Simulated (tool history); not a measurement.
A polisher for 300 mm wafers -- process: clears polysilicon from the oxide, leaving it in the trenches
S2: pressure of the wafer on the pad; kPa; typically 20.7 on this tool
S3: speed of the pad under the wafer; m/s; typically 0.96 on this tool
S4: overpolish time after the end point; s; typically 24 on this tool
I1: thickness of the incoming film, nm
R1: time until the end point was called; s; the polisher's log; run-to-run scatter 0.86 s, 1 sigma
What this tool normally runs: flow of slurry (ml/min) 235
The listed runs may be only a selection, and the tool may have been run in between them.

Run 1, hour 0: usual settings; I1 658.3. Result: R1 50.5 s.
Run 2, hour 60.3: usual settings; I1 659. Result: R1 50.8 s.
At hour 114.5: worn pad replaced by a new one.
Run 3, hour 115: usual settings; I1 656. Result: R1 45 s.
Run 4, hour 155.8: usual settings; I1 652. Result: R1 48.5 s.
Run 5, hour 225.4: usual settings; I1 639.5. Result: R1 45.7 s.
Run 6, hour 298.4: usual settings but flow of slurry (ml/min) 255, S3 0.74 m/s; I1 646.6. Result: R1 62.4 s.
At hour 318.4: head pressure recalibrated.
At hour 319.1: slurry nozzle cleaned.
Run 7, hour 350.8: usual settings but flow of slurry (ml/min) 255, S3 0.74 m/s; I1 657.8. Result: R1 64.5 s.
Run 8, hour 389.6: usual settings but flow of slurry (ml/min) 255, S3 0.74 m/s; I1 649.8. Result: R1 64.6 s.
Run 9, hour 487.8: usual settings; I1 648.9. Result: R1 50.1 s.
Run 10, hour 542.3: usual settings but S3 0.78 m/s; I1 660.2. Result: R1 64.7 s.
At hour 628.3: worn pad replaced by a new one.
Run 11, hour 639.2: usual settings but S3 0.78 m/s; I1 655.6. Result: R1 55.6 s.
Run 12, hour 736.4: usual settings but S3 0.78 m/s; I1 651.2. Result: R1 56.9 s.
Run 13, hour 837.8: usual settings; I1 641.2. Result: R1 46.6 s.
Run 14, hour 921.1: usual settings; I1 650.7. Result: R1 50.8 s.
Run 15, hour 1016.9: usual settings but flow of slurry (ml/min) 265; I1 659.2. Result: R1 49 s.
At hour 1051.4: slurry nozzle cleaned.
Run 16, hour 1102.4: usual settings but S4 14 s; I1 645.3. Result: R1 51.1 s.
At hour 1111.7: worn pad replaced by a new one.
Run 17, hour 1213.4: usual settings but flow of slurry (ml/min) 180, S3 1.18 m/s, S4 17 s; I1 652.5. Result: R1 38.8 s.
Run 18, hour 1264.9: usual settings but flow of slurry (ml/min) 165; I1 642.7. Result: R1 47.1 s.
Run 19, hour 1322.1: usual settings but flow of slurry (ml/min) 295; I1 641.1. Result: R1 49.7 s.
Run 20, hour 1401.8: usual settings but S3 1.14 m/s; I1 651.5. Result: R1 41.3 s.
Run 21, hour 1446.5: usual settings but S2 23.4 kPa; I1 660.2. Result: R1 45.5 s.
Run 22, hour 1528.8: usual settings but flow of slurry (ml/min) 210, S2 14.5 kPa, S4 12 s; I1 646.7. Result: R1 66.2 s.

Run 23 comes next. What will it give?
At hour 1544.3: worn pad replaced by a new one.
Run 23, hour 1576.7: usual settings but S3 1.2 m/s, S4 29 s; I1 648.4. Result: R1 ?.

R1: 36.5 s
Minus the tool's unlogged condition, the same run would have read R1 35.1 s.
